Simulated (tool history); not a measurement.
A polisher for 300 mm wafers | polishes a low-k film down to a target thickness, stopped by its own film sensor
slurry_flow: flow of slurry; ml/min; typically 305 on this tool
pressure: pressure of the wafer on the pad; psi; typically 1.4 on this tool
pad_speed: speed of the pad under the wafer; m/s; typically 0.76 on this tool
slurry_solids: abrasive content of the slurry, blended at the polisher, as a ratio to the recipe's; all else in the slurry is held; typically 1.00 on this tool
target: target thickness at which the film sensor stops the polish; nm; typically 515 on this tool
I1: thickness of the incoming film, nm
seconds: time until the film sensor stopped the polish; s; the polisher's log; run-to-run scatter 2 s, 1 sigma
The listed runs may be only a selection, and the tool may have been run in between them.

Run 1, hour 0.0: usual settings; I1 559.5. Result: seconds 213.1 s.
Run 2, hour 31.6: usual settings; I1 553.0. Result: seconds 186.0 s.
Run 3, hour 47.2: usual settings; I1 555.5. Result: seconds 201.5 s.
Run 4, hour 80.6: usual settings but slurry_flow 365 ml/min; I1 551.7. Result: seconds 180.7 s.
Run 5, hour 106.0: usual settings but slurry_flow 365 ml/min; I1 544.4. Result: seconds 146.5 s.
At hour 113.7: worn pad replaced by a new one.
At hour 129.6: conditioning disc replaced and pad reconditioned.
Run 6, hour 134.7: usual settings but slurry_flow 365 ml/min; I1 552.8. Result: seconds 193.1 s.
At hour 142.4: slurry blender recalibrated.
Run 7, hour 166.7: usual settings; I1 551.9. Result: seconds 198.7 s.
Run 8, hour 190.5: usual settings but target 510 nm; I1 547.9. Result: seconds 208.7 s.
Run 9, hour 218.2: usual settings but target 510 nm; I1 551.4. Result: seconds 238.0 s.
At hour 220.3: slurry blender recalibrated, repeated, since the last time left the tool worse.
At hour 230.3: worn pad replaced by a new one.
At hour 241.8: slurry nozzle cleaned.
Run 10, hour 253.1: usual settings; I1 559.1. Result: seconds 215.6 s.
Run 11, hour 266.9: usual settings but pressure 1.6 psi; I1 554.1. Result: seconds 163.6 s.
At hour 302.4: head pressure recalibrated.
Run 12, hour 302.7: usual settings but pressure 1.6 psi; I1 549.2. Result: seconds 147.8 s.
Run 13, hour 320.4: usual settings; I1 550.0. Result: seconds 174.3 s.
Run 14, hour 341.4: usual settings but pressure 0.9 psi; I1 547.7. Result: seconds 257.9 s.
At hour 353.7: worn pad replaced by a new one.
Run 15, hour 365.7: usual settings; I1 561.3. Result: seconds 226.5 s.
Run 16, hour 391.0: usual settings but slurry_flow 340 ml/min, slurry_solids 1.25; I1 549.6. Result: seconds 159.7 s.
At hour 402.6: conditioning disc replaced and pad reconditioned.
Run 17, hour 411.9: usual settings; I1 546.0. Result: seconds 155.9 s.
At hour 426.7: slurry blender recalibrated.
Run 18, hour 429.1: usual settings but slurry_flow 365 ml/min; I1 555.6. Result: seconds 187.1 s.
Run 19, hour 461.5: usual settings but slurry_flow 405 ml/min, slurry_solids 1.25; I1 550.8. Result: seconds 159.4 s.
Run 20, hour 479.4: usual settings; I1 550.3. Result: seconds 175.2 s.
At hour 485.1: worn pad replaced by a new one.
Run 21, hour 494.9: usual settings but slurry_flow 210 ml/min, target 525 nm; I1 560.9. Result: seconds 186.2 s.
Run 22, hour 528.0: usual settings but slurry_flow 400 ml/min, pressure 1.2 psi, slurry_solids 0.85, target 522 nm; I1 555.8. Result: seconds 200.7 s.
Run 23, hour 549.9: usual settings but slurry_solids 0.80; I1 557.8. Result: seconds 231.4 s.
Run 24, hour 566.7: usual settings but pad_speed 0.96 m/s, slurry_solids 1.10; I1 546.3. Result: seconds 124.7 s.
Run 25, hour 578.9: usual settings but pressure 0.9 psi, target 523 nm; I1 544.9. Result: seconds 170.8 s.
Run 26, hour 611.2: usual settings but pad_speed 0.68 m/s; I1 552.2. Result: seconds 207.5 s.

3 ways to go on from here, each from the tool as it stands after run 26. What would each give?
Run A, hour 611.7: usual settings but slurry_solids 1.15; I1 555.8. Result: seconds ?.
Run B, hour 611.7: usual settings but slurry_flow 235 ml/min, pressure 1.7 psi, slurry_solids 1.20, target 503 nm; I1 555.8. Result: seconds ?.
Run C, hour 611.7: usual settings but slurry_flow 360 ml/min, pressure 0.9 psi, pad_speed 0.96 m/s, target 525 nm; I1 555.8. Result: seconds ?.

run  seconds
  A    196.2
  B    210.2
  C    198.4
The same runs, with their run-to-run variation unchanged, on a tool lacking any hidden condition would have given:
run  seconds
  A    184.1
  B    197.5
  C    185.5
